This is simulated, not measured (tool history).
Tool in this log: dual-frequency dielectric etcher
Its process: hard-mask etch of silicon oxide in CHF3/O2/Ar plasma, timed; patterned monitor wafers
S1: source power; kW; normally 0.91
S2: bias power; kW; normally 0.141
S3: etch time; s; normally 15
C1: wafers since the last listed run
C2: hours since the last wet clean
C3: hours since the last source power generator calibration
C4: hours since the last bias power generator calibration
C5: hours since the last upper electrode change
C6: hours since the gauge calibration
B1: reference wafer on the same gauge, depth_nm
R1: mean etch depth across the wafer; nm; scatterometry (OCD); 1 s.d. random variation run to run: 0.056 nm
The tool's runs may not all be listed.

run 1 hour=0 | S1=0.91 S2=0.141 S3=15 | C1=0 C2=344.4 C3=2415.3 C4=4060.9 C5=4170.2 C6=537.3 | B1=30 | R1=31.95
run 2 hour=19.4 | S1=0.91 S2=0.141 S3=15 | C1=362 C2=363.8 C3=2434.7 C4=4080.3 C5=4189.6 C6=556.7 | B1=30 | R1=31.88
run 3 hour=53.2 | S1=0.91 S2=0.141 S3=15 | C1=630 C2=397.6 C3=2468.5 C4=4114.1 C5=4223.4 C6=590.5 | B1=30.01 | R1=31.88
-- hour=103.5 wet clean of the chamber
run 4 hour=133.7 | S1=0.91 S2=0.141 S3=15 | C1=1054 C2=30.2 C3=2549 C4=4194.6 C5=4303.9 C6=671 | B1=30.01 | R1=32.21
run 5 hour=146.6 | S1=0.91 S2=0.141 S3=15 | C1=240 C2=43.1 C3=2561.9 C4=4207.5 C5=4316.8 C6=683.9 | B1=30.01 | R1=32.26
run 6 hour=167.2 | S1=0.91 S2=0.141 S3=15 | C1=384 C2=63.7 C3=2582.5 C4=4228.1 C5=4337.4 C6=704.5 | B1=30 | R1=32.19
run 7 hour=193.8 | S1=0.75 S2=0.141 S3=16 | C1=496 C2=90.3 C3=2609.1 C4=4254.7 C5=4364 C6=731.1 | B1=29.99 | R1=30.13
run 8 hour=218.1 | S1=0.75 S2=0.141 S3=16 | C1=453 C2=114.6 C3=2633.4 C4=4279 C5=4388.3 C6=755.4 | B1=29.98 | R1=30.03
run 9 hour=230.5 | S1=0.96 S2=0.141 S3=13 | C1=231 C2=127 C3=2645.8 C4=4291.4 C5=4400.7 C6=767.8 | B1=29.99 | R1=28.63
-- hour=268 upper electrode replaced
run 10 hour=268.5 | S1=0.96 S2=0.141 S3=13 | C1=261 C2=165 C3=2683.8 C4=4329.4 C5=0.5 C6=805.8 | B1=30.01 | R1=28.64
-- hour=339.1 bias power generator calibrated
run 11 hour=368.7 | S1=0.91 S2=0.141 S3=15 | C1=1795 C2=265.2 C3=2784 C4=29.6 C5=100.7 C6=906 | B1=29.99 | R1=31.89
run 12 hour=386.3 | S1=0.91 S2=0.141 S3=15 | C1=328 C2=282.8 C3=2801.6 C4=47.2 C5=118.3 C6=923.6 | B1=30 | R1=31.84
run 13 hour=405.5 | S1=0.91 S2=0.164 S3=15 | C1=358 C2=302 C3=2820.8 C4=66.4 C5=137.5 C6=942.8 | B1=29.99 | R1=33.93
-- hour=452.9 source power generator calibrated
run 14 hour=488.1 | S1=0.91 S2=0.164 S3=15 | C1=1466 C2=384.6 C3=35.2 C4=149 C5=220.1 C6=1025.4 | B1=29.99 | R1=34.81
-- hour=503 gauge calibrated
run 15 hour=513.7 | S1=0.91 S2=0.141 S3=17.5 | C1=477 C2=410.2 C3=60.8 C4=174.6 C5=245.7 C6=10.7 | B1=30.01 | R1=38.15
run 16 hour=531.7 | S1=0.74 S2=0.164 S3=10.5 | C1=335 C2=428.2 C3=78.8 C4=192.6 C5=263.7 C6=28.7 | B1=30.02 | R1=21.2
run 17 hour=555.7 | S1=0.99 S2=0.141 S3=15 | C1=447 C2=452.2 C3=102.8 C4=216.6 C5=287.7 C6=52.7 | B1=30.01 | R1=34.31
-- hour=583.9 wet clean of the chamber
run 18 hour=584.4 | S1=0.84 S2=0.155 S3=12.5 | C1=87 C2=0.5 C3=131.5 C4=245.3 C5=316.4 C6=81.4 | B1=30 | R1=27.21
run 19 hour=604.5 | S1=0.79 S2=0.154 S3=17.5 | C1=375 C2=20.6 C3=151.6 C4=265.4 C5=336.5 C6=101.5 | B1=30 | R1=36.35
run 20 hour=625.5 | S1=1.09 S2=0.153 S3=11 | C1=391 C2=41.6 C3=172.6 C4=286.4 C5=357.5 C6=122.5 | B1=30 | R1=27.78
run 21 hour=648.3 | S1=0.91 S2=0.141 S3=11.5 | C1=425 C2=64.4 C3=195.4 C4=309.2 C5=380.3 C6=145.3 | B1=30 | R1=25.14
run 22 hour=667.6 | S1=1.1 S2=0.141 S3=13 | C1=360 C2=83.7 C3=214.7 C4=328.5 C5=399.6 C6=164.6 | B1=30 | R1=31.83
run 23 hour=681.6 | S1=0.91 S2=0.141 S3=15 | C1=261 C2=97.7 C3=228.7 C4=342.5 C5=413.6 C6=178.6 | B1=30 | R1=32.79
run 24 hour=701.9 | S1=0.81 S2=0.156 S3=19.5 | C1=378 C2=118 C3=249 C4=362.8 C5=433.9 C6=198.9 | B1=30 | R1=41.15

For run 25, what comes out?
run 25 hour=725.9 | S1=1.1 S2=0.141 S3=13 | C1=447 C2=142 C3=273 C4=386.8 C5=457.9 C6=222.9 | B1=? | R1=?

{"run 25": {"B1": 30, "R1": 31.8}}
Minus the tool's unlogged condition, the same run would have read R1 31.98 nm.

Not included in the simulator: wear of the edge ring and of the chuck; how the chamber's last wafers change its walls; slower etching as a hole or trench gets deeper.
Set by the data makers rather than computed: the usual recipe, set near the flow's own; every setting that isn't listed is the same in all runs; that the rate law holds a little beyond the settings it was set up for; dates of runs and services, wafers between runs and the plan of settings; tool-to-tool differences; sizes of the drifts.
